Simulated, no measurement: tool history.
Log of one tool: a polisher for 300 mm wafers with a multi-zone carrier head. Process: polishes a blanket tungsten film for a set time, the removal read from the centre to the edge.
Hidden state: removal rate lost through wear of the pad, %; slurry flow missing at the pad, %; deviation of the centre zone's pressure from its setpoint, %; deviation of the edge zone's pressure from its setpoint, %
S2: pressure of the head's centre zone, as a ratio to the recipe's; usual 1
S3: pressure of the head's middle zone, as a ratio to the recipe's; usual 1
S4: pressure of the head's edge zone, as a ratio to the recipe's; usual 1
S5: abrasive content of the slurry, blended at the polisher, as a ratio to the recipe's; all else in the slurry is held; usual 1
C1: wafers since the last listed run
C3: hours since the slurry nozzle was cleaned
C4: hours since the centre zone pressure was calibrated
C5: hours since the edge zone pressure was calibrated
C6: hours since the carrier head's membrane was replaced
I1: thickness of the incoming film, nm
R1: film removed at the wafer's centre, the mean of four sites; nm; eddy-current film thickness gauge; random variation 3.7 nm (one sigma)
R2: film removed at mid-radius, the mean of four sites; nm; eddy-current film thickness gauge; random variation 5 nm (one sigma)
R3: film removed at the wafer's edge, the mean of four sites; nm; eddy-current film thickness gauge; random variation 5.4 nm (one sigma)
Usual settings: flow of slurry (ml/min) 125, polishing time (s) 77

Run 1, hour 0: usual settings; C1 0; wafers polished on this pad 58; C3 604.2; C4 834.8; C5 468; C6 1126.6; I1 1458.2. Result: R1 463.9 nm, R2 477.3 nm, R3 477.7 nm.
At hour 8.5: carrier head's membrane replaced by a new one.
Run 2, hour 11.1: usual settings but S4 1.05; C1 45; wafers polished on this pad 104; C3 615.3; C4 845.9; C5 479.1; C6 2.6; I1 1462.9. Result: R1 469.6 nm, R2 476.7 nm, R3 494.1 nm.
Run 3, hour 22.6: usual settings; C1 85; wafers polished on this pad 189; C3 626.8; C4 857.4; C5 490.6; C6 14.1; I1 1479.5. Result: R1 469.2 nm, R2 470.3 nm, R3 467.3 nm.
Run 4, hour 37.6: usual settings; C1 112; wafers polished on this pad 302; C3 641.8; C4 872.4; C5 505.6; C6 29.1; I1 1463. Result: R1 458.6 nm, R2 468.6 nm, R3 465.2 nm.
At hour 51.4: centre zone pressure recalibrated.
Run 5, hour 51.9: usual settings but S3 1.05, S4 1.07; C1 91; wafers polished on this pad 393; C3 656.1; C4 0.5; C5 519.9; C6 43.4; I1 1434.2. Result: R1 456.8 nm, R2 483.8 nm, R3 493.1 nm.
Run 6, hour 67.8: usual settings but S4 0.9, polishing time (s) 102; C1 118; wafers polished on this pad 512; C3 672; C4 16.4; C5 535.8; C6 59.3; I1 1466.8. Result: R1 601.8 nm, R2 622.6 nm, R3 575.4 nm.
At hour 86.5: worn pad replaced by a new one.
Run 7, hour 87: usual settings but flow of slurry (ml/min) 155, S3 0.97, S5 1.25, polishing time (s) 70; C1 113; wafers polished on this pad 4; C3 691.2; C4 35.6; C5 555; C6 78.5; I1 1452. Result: R1 481.5 nm, R2 485.6 nm, R3 496 nm.
At hour 89.5: slurry nozzle cleaned.
Run 8, hour 101.8: usual settings but flow of slurry (ml/min) 90, S4 0.96; C1 103; wafers polished on this pad 107; C3 12.3; C4 50.4; C5 569.8; C6 93.3; I1 1487. Result: R1 437.2 nm, R2 454.1 nm, R3 454 nm.
Run 9, hour 117: usual settings but S2 0.92, polishing time (s) 59; C1 113; wafers polished on this pad 220; C3 27.5; C4 65.6; C5 585; C6 108.5; I1 1477.6. Result: R1 327 nm, R2 358.1 nm, R3 370.9 nm.
At hour 120: edge zone pressure recalibrated.
Run 10, hour 133.9: usual settings; C1 111; wafers polished on this pad 332; C3 44.4; C4 82.5; C5 13.9; C6 125.4; I1 1472.1. Result: R1 458.7 nm, R2 471.9 nm, R3 470.3 nm.
Run 11, hour 140.1: usual settings; C1 46; wafers polished on this pad 378; C3 50.6; C4 88.7; C5 20.1; C6 131.6; I1 1456.4. Result: R1 460.7 nm, R2 475.5 nm, R3 459.9 nm.
Run 12, hour 156.2: usual settings; C1 120; wafers polished on this pad 498; C3 66.7; C4 104.8; C5 36.2; C6 147.7; I1 1458.7. Result: R1 452.8 nm, R2 466.8 nm, R3 468.5 nm.
At hour 168.3: worn pad replaced by a new one.
Run 13, hour 169.4: usual settings but polishing time (s) 88; C1 68; wafers polished on this pad 8; C3 79.9; C4 118; C5 49.4; C6 160.9; I1 1448.7. Result: R1 545.8 nm, R2 552.9 nm, R3 558.6 nm.
Run 14, hour 185: usual settings but S4 0.89; C1 116; wafers polished on this pad 125; C3 95.5; C4 133.6; C5 65; C6 176.5; I1 1433.2. Result: R1 464.8 nm, R2 479.6 nm, R3 457.9 nm.
Run 15, hour 199.2: usual settings but S2 0.96, S3 0.89; C1 106; wafers polished on this pad 231; C3 109.7; C4 147.8; C5 79.2; C6 190.7; I1 1475.5. Result: R1 440.1 nm, R2 417.4 nm, R3 476.8 nm.
Run 16, hour 213.1: usual settings but S4 1.06, S5 0.75; C1 103; wafers polished on this pad 335; C3 123.6; C4 161.7; C5 93.1; C6 204.6; I1 1484.2. Result: R1 415.5 nm, R2 420.5 nm, R3 438 nm.
Run 17, hour 227.3: usual settings but flow of slurry (ml/min) 160, S3 0.94, S5 0.8, polishing time (s) 52; C1 106; wafers polished on this pad 441; C3 137.8; C4 175.9; C5 107.3; C6 218.8; I1 1471.7. Result: R1 295.4 nm, R2 283.4 nm, R3 300.7 nm.
Run 18, hour 244.2: usual settings; C1 126; wafers polished on this pad 567; C3 154.7; C4 192.8; C5 124.2; C6 235.7; I1 1481.5. Result: R1 452.8 nm, R2 462.5 nm, R3 448.6 nm.
At hour 252.3: worn pad replaced by a new one.
Run 19, hour 257.7: usual settings but S3 1.04; C1 70; wafers polished on this pad 40; C3 168.2; C4 206.3; C5 137.7; C6 249.2; I1 1455.1. Result: R1 473.1 nm, R2 502.1 nm, R3 486.8 nm.
Run 20, hour 270.4: usual settings but S5 1.25; C1 94; wafers polished on this pad 135; C3 180.9; C4 219; C5 150.4; C6 261.9; I1 1481.2. Result: R1 506.6 nm, R2 521.4 nm, R3 514.2 nm.
Run 21, hour 278.5: usual settings; C1 60; wafers polished on this pad 195; C3 189; C4 227.1; C5 158.5; C6 270; I1 1465.2. Result: R1 466.8 nm, R2 469.1 nm, R3 467.7 nm.
Run 22, hour 290: usual settings but S4 1.05, polishing time (s) 92; C1 85; wafers polished on this pad 281; C3 200.5; C4 238.6; C5 170; C6 281.5; I1 1471.3. Result: R1 553.6 nm, R2 560.4 nm, R3 576.2 nm.

Forecast each of these 3 alternatives for the next run:
Run A, hour 290.4: usual settings but S3 0.89; C1 2; wafers polished on this pad 284; C3 200.9; C4 239; C5 170.4; C6 281.9; I1 1447. Result: R1 ?, R2 ?, R3 ?.
Run B, hour 290.4: usual settings but flow of slurry (ml/min) 85; C1 2; wafers polished on this pad 284; C3 200.9; C4 239; C5 170.4; C6 281.9; I1 1447. Result: R1 ?, R2 ?, R3 ?.
Run C, hour 290.4: usual settings but flow of slurry (ml/min) 155, S2 0.92; C1 2; wafers polished on this pad 284; C3 200.9; C4 239; C5 170.4; C6 281.9; I1 1447. Result: R1 ?, R2 ?, R3 ?.

run     R1     R2     R3
  A  461.6  424.2  471.3
  B  434.5  443.2  453.5
  C  438.7  481.5  480.3
Without the tool's hidden state the same runs would have given:
run     R1     R2     R3
  A    482  442.9  492.1
  B  453.7  462.7  473.5
  C  458.1  502.7  501.5
